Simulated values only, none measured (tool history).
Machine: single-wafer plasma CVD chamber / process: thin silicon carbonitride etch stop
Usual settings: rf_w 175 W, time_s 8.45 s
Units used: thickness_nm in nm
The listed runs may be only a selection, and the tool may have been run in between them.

run     day  rf_w  time_s  wafers since the last listed run  hours since the last thermocouple change  hours since the last RF generator calibration  hours since the showerhead was replaced  hours since the gauge calibration  read-back reference wafer on the same gauge, thickness_nm  thickness_nm
  1       0   175    8.45                                 0                                    1556.9                                          995.7                                   6446.5                              144.8                                                      5.368         4.683
  2   0.279   175    7.48                               208                                    1563.6                                         1002.4                                   6453.2                              151.5                                                      5.372         4.127
  3   0.775   175    7.48                               371                                    1575.5                                         1014.3                                   6465.1                              163.4                                                      5.372         4.135
  4   1.208   175    8.45                               324                                    1585.9                                         1024.7                                   6475.5                              173.8                                                      5.373         4.668
  5   1.942   175    8.45                               548                                    1603.5                                         1042.3                                   6493.1                              191.4                                                      5.371         4.671
  6   2.562   175    8.45                               464                                    1618.4                                         1057.2                                     6508                              206.3                                                      5.372         4.665
  7   3.112   175    8.45                               411                                    1631.6                                         1070.4                                   6521.2                              219.5                                                      5.372         4.661
  8   3.388   175    8.45                               205                                    1638.2                                           1077                                   6527.8                              226.1                                                      5.369         4.656
  9   3.667   175    8.45                               208                                    1644.9                                         1083.7                                   6534.5                              232.8                                                      5.372         4.662
 10   4.175   175    8.45                               380                                    1657.1                                         1095.9                                   6546.7                                245                                                      5.371         4.647
 11   4.625   175    8.45                               336                                    1667.9                                         1106.7                                   6557.5                              255.8                                                       5.37         4.645
 12   4.912   175    8.45                               215                                    1674.8                                         1113.6                                   6564.4                              262.7                                                      5.369         4.663
 13   5.217   150     8.8                               227                                    1682.1                                         1120.9                                   6571.7                                270                                                      5.369         4.597
 14   5.783   150     8.8                               424                                    1695.7                                         1134.5                                   6585.3                              283.6                                                      5.371         4.609
 15   6.117   150     8.8                               249                                    1703.7                                         1142.5                                   6593.3                              291.6                                                       5.37         4.583
 16   6.658   175    8.45                               405                                    1716.7                                         1155.5                                   6606.3                              304.6                                                      5.368         4.648
 17   7.058   175    8.45                               299                                    1726.3                                         1165.1                                   6615.9                              314.2                                                      5.367         4.639
      7.392  -- gauge calibrated
 18   7.471   175     7.2                               308                                    1736.2                                           1175                                   6625.8                                1.9                                                      5.372         3.951
 19   7.762   145    8.45                               218                                    1743.2                                           1182                                   6632.8                                8.9                                                      5.368         4.345
      8.204  -- thermocouple changed; heater temperature recalibrated
      8.483  -- RF generator calibrated
 20   8.504   185    9.28                                94                                       7.2                                            0.5                                   6650.6                               26.7                                                      5.366         5.353
 21   8.612   205    10.1                                81                                       9.8                                            3.1                                   6653.2                               29.3                                                       5.37         6.028
 22   8.946   200    7.95                               249                                      17.8                                           11.1                                   6661.2                               37.3                                                      5.374         4.719
 23   9.588   155    7.99                               480                                      33.2                                           26.5                                   6676.6                               52.7                                                      5.368         4.315
 24  10.283   175    8.45                               520                                      49.9                                           43.2                                   6693.3                               69.4                                                      5.369         4.775
 25  10.721   195    9.31                               327                                      60.4                                           53.7                                   6703.8                               79.9                                                       5.37         5.455
     11.142  -- showerhead replaced
 26  11.212   160    7.18                               118                                      72.2                                           65.5                                      1.7                               91.7                                                       5.37         3.929
 27  11.833   175    8.45                               464                                      87.1                                           80.4                                     16.6                              106.6                                                      5.372         4.779
 28  12.179   155    8.98                               258                                      95.4                                           88.7                                     24.9                              114.9                                                       5.37          4.87
 29  12.554   195    9.43                               280                                     104.4                                           97.7                                     33.9                              123.9                                                      5.368         5.519
 30  12.967   175    8.45                               308                                     114.3                                          107.6                                     43.8                              133.8                                                      5.366         4.768
 31  13.396   185    7.85                               321                                     124.6                                          117.9                                     54.1                              144.1                                                      5.369         4.512
 32  15.054   175    8.45                              1241                                     164.4                                          157.7                                     93.9                              183.9                                                      5.372         4.777
 33  15.433   175    8.45                               283                                     173.5                                          166.8                                      103                                193                                                      5.372         4.771
 34  15.721   175    8.45                               215                                     180.4                                          173.7                                    109.9                              199.9                                                      5.373          4.78
 35  16.167   190    9.81                               333                                     191.1                                          184.4                                    120.6                              210.6                                                      5.369          5.71
 36  16.775   175    7.99                               455                                     205.7                                            199                                    135.2                              225.2                                                      5.369         4.512
 37  17.179   185   10.12                               302                                     215.4                                          208.7                                    144.9                              234.9                                                      5.372          5.82

3 options for the next run, each taken on its own from the tool as it stands now. Forecast them:
  A  17.196   175    9.77                                12                                     215.8                                          209.1                                    145.3                              235.3                                                          ?             ?
  B  17.196   150    8.45                                12                                     215.8                                          209.1                                    145.3                              235.3                                                          ?             ?
  C  17.196   160    7.43                                12                                     215.8                                          209.1                                    145.3                              235.3                                                          ?             ?

run  read-back reference wafer on the same gauge, thickness_nm  thickness_nm
  A                                                       5.37         5.501
  B                                                       5.37         4.505
  C                                                       5.37         4.054
With no hidden state in the tool, these same runs would have given:
run  thickness_nm
  A         5.509
  B         4.512
  C         4.059
